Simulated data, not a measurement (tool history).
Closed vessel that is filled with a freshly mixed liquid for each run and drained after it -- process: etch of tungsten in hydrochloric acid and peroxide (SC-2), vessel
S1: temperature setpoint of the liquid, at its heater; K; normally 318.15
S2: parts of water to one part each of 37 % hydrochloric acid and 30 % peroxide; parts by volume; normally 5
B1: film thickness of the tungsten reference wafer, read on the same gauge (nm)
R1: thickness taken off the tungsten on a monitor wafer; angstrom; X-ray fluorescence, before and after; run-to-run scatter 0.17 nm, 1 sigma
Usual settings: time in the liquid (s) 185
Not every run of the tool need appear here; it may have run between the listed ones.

run 1 hour=0 | S1=318.15 S2=6.5 time_in_the_liquid_(s)=185 | B1=50.02 | R1=354.4
run 2 hour=10.9 | S1=318.15 S2=6.5 time_in_the_liquid_(s)=185 | B1=49.97 | R1=354.8
-- hour=18.7 gauge calibrated
run 3 hour=24.6 | S1=318.15 S2=6.5 time_in_the_liquid_(s)=185 | B1=50 | R1=354.9
run 4 hour=32 | S1=318.15 S2=4 time_in_the_liquid_(s)=185 | B1=49.98 | R1=502.5
run 5 hour=47.9 | S1=318.15 S2=4 time_in_the_liquid_(s)=185 | B1=49.99 | R1=503
run 6 hour=58.1 | S1=318.15 S2=4 time_in_the_liquid_(s)=230 | B1=49.99 | R1=624.2
run 7 hour=72.8 | S1=318.15 S2=5 time_in_the_liquid_(s)=160 | B1=49.97 | R1=370.5
-- hour=81.4 thermometer replaced
run 8 hour=86.1 | S1=318.15 S2=5 time_in_the_liquid_(s)=265 | B1=50 | R1=723.7
run 9 hour=99.2 | S1=318.15 S2=5 time_in_the_liquid_(s)=185 | B1=50.02 | R1=509.5
run 10 hour=106.2 | S1=318.15 S2=5 time_in_the_liquid_(s)=185 | B1=49.99 | R1=509.8
run 11 hour=113.5 | S1=325.65 S2=5 time_in_the_liquid_(s)=80 | B1=50.04 | R1=365
-- hour=116.2 chemicals flow meter replaced
run 12 hour=130.1 | S1=326.15 S2=5 time_in_the_liquid_(s)=80 | B1=50.01 | R1=376
run 13 hour=147.8 | S1=318.15 S2=5 time_in_the_liquid_(s)=185 | B1=49.97 | R1=507.3
run 14 hour=159 | S1=318.15 S2=5 time_in_the_liquid_(s)=185 | B1=50.02 | R1=504.2
-- hour=168.9 new drum of peroxide connected
run 15 hour=172.5 | S1=318.15 S2=5 time_in_the_liquid_(s)=270 | B1=49.99 | R1=734.4
-- hour=176.5 gauge calibrated
run 16 hour=181.2 | S1=314.65 S2=7 time_in_the_liquid_(s)=150 | B1=49.99 | R1=248.8
run 17 hour=190.3 | S1=322.65 S2=4 time_in_the_liquid_(s)=265 | B1=50 | R1=1142.2
run 18 hour=207.2 | S1=327.15 S2=6 time_in_the_liquid_(s)=280 | B1=49.95 | R1=1218.6
run 19 hour=218.9 | S1=311.65 S2=7.5 time_in_the_liquid_(s)=275 | B1=49.98 | R1=346.8
run 20 hour=234 | S1=318.15 S2=5 time_in_the_liquid_(s)=185 | B1=50.03 | R1=505.8
run 21 hour=240.8 | S1=314.65 S2=4 time_in_the_liquid_(s)=275 | B1=49.99 | R1=684.2

How would selected steps in R1 from run to run divide? Give the signed amount a tool lacking its hidden state would still show from settings, what came in and random variation, and the signed amount left for the hidden state, including any gauge scatter that is not in both of the compared results.
Unlogged tool condition in this case: liquid colder than its thermometer reads (K); chemicals flow above the setpoint (%); peroxide weaker than its label (%); gauge reads high (%).
Run 6 -> 7: S2 4 -> 5, time in the liquid (s) 230 -> 160. R1 -253.7 angstrom: hidden state +56.9, all else -310.6.
Run 7 -> 8: time in the liquid (s) 160 -> 265, thermometer replaced. R1 +353.2 angstrom: hidden state +57, all else +296.2.
Run 16 -> 17: S1 314.65 -> 322.65, S2 7 -> 4, time in the liquid (s) 150 -> 265. R1 +893.4 angstrom: hidden state -37.5, all else +930.9.
Run 18 -> 19: S1 327.15 -> 311.65, S2 6 -> 7.5, time in the liquid (s) 280 -> 275. R1 -871.8 angstrom: hidden state +34.8, all else -906.6.
